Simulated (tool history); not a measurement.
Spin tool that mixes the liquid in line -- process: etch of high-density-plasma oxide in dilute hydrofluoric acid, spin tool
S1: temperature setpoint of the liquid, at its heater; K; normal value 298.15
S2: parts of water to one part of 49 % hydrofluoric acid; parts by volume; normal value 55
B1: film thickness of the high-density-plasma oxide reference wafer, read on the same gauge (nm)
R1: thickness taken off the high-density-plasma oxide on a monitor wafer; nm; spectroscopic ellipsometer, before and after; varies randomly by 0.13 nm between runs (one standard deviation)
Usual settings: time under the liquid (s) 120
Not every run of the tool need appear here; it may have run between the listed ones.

run 1 hour=0 | S1=298.15 S2=55 time_under_the_liquid_(s)=120 | B1=90 | R1=13.69
run 2 hour=56.8 | S1=298.15 S2=55 time_under_the_liquid_(s)=120 | B1=89.98 | R1=13.68
run 3 hour=88 | S1=298.15 S2=55 time_under_the_liquid_(s)=80 | B1=90.02 | R1=9.07
run 4 hour=130.7 | S1=298.15 S2=55 time_under_the_liquid_(s)=80 | B1=89.99 | R1=9.15
run 5 hour=166 | S1=299.15 S2=55 time_under_the_liquid_(s)=120 | B1=90.04 | R1=14.41
run 6 hour=226.9 | S1=299.15 S2=55 time_under_the_liquid_(s)=120 | B1=90 | R1=14.31
run 7 hour=285.5 | S1=299.15 S2=55 time_under_the_liquid_(s)=120 | B1=89.99 | R1=14.17
run 8 hour=343.8 | S1=300.15 S2=65 time_under_the_liquid_(s)=120 | B1=90.04 | R1=12.81
-- hour=480.2 gauge calibrated
run 9 hour=488.3 | S1=298.15 S2=55 time_under_the_liquid_(s)=120 | B1=90 | R1=14.09
run 10 hour=527.6 | S1=298.15 S2=55 time_under_the_liquid_(s)=120 | B1=90.03 | R1=14.17
run 11 hour=650.2 | S1=298.15 S2=55 time_under_the_liquid_(s)=120 | B1=90.02 | R1=14.27
run 12 hour=691.5 | S1=298.15 S2=55 time_under_the_liquid_(s)=120 | B1=89.97 | R1=14.29
run 13 hour=763.3 | S1=294.15 S2=45 time_under_the_liquid_(s)=90 | B1=90.03 | R1=11.21
run 14 hour=790.7 | S1=299.65 S2=55 time_under_the_liquid_(s)=120 | B1=90 | R1=15.12
run 15 hour=831.5 | S1=293.65 S2=35 time_under_the_liquid_(s)=190 | B1=89.98 | R1=30.4
-- hour=859 hydrofluoric acid flow meter replaced
run 16 hour=890.1 | S1=298.15 S2=55 time_under_the_liquid_(s)=120 | B1=90 | R1=14.56
run 17 hour=953.7 | S1=298.15 S2=55 time_under_the_liquid_(s)=120 | B1=90.03 | R1=14.27
-- hour=976.7 thermometer replaced
run 18 hour=1025.7 | S1=298.15 S2=35 time_under_the_liquid_(s)=145 | B1=89.97 | R1=25.4
run 19 hour=1065.3 | S1=298.15 S2=55 time_under_the_liquid_(s)=120 | B1=90 | R1=13.3
run 20 hour=1117.4 | S1=298.15 S2=55 time_under_the_liquid_(s)=120 | B1=89.95 | R1=13.22
run 21 hour=1180.6 | S1=302.65 S2=85 time_under_the_liquid_(s)=120 | B1=90.02 | R1=9.81
run 22 hour=1222.5 | S1=296.65 S2=40 time_under_the_liquid_(s)=70 | B1=89.98 | R1=10.27
run 23 hour=1270.1 | S1=298.15 S2=55 time_under_the_liquid_(s)=120 | B1=90.03 | R1=13.35
run 24 hour=1305.7 | S1=300.15 S2=55 time_under_the_liquid_(s)=170 | B1=89.98 | R1=20.01

What if the next run were any one of these 5? Each begins from the tool's condition after run 24:
run A hour=1306.2 | S1=298.15 S2=55 time_under_the_liquid_(s)=145 | B1=? | R1=?
run B hour=1306.2 | S1=300.65 S2=80 time_under_the_liquid_(s)=75 | B1=? | R1=?
run C hour=1306.2 | S1=298.15 S2=80 time_under_the_liquid_(s)=120 | B1=? | R1=?
run D hour=1306.2 | S1=298.15 S2=55 time_under_the_liquid_(s)=185 | B1=? | R1=?
run E hour=1306.2 | S1=300.15 S2=70 time_under_the_liquid_(s)=60 | B1=? | R1=?

run=A B1=90.01 R1=16.31
run=B B1=90.01 R1=6.19
run=C B1=90.01 R1=8.98
run=D B1=90.01 R1=20.81
run=E B1=90.01 R1=5.63
With the hidden condition removed and each run's random variation left untouched, the same runs would have given:
run=A R1=16.01
run=B R1=6.08
run=C R1=8.81
run=D R1=20.42
run=E R1=5.52

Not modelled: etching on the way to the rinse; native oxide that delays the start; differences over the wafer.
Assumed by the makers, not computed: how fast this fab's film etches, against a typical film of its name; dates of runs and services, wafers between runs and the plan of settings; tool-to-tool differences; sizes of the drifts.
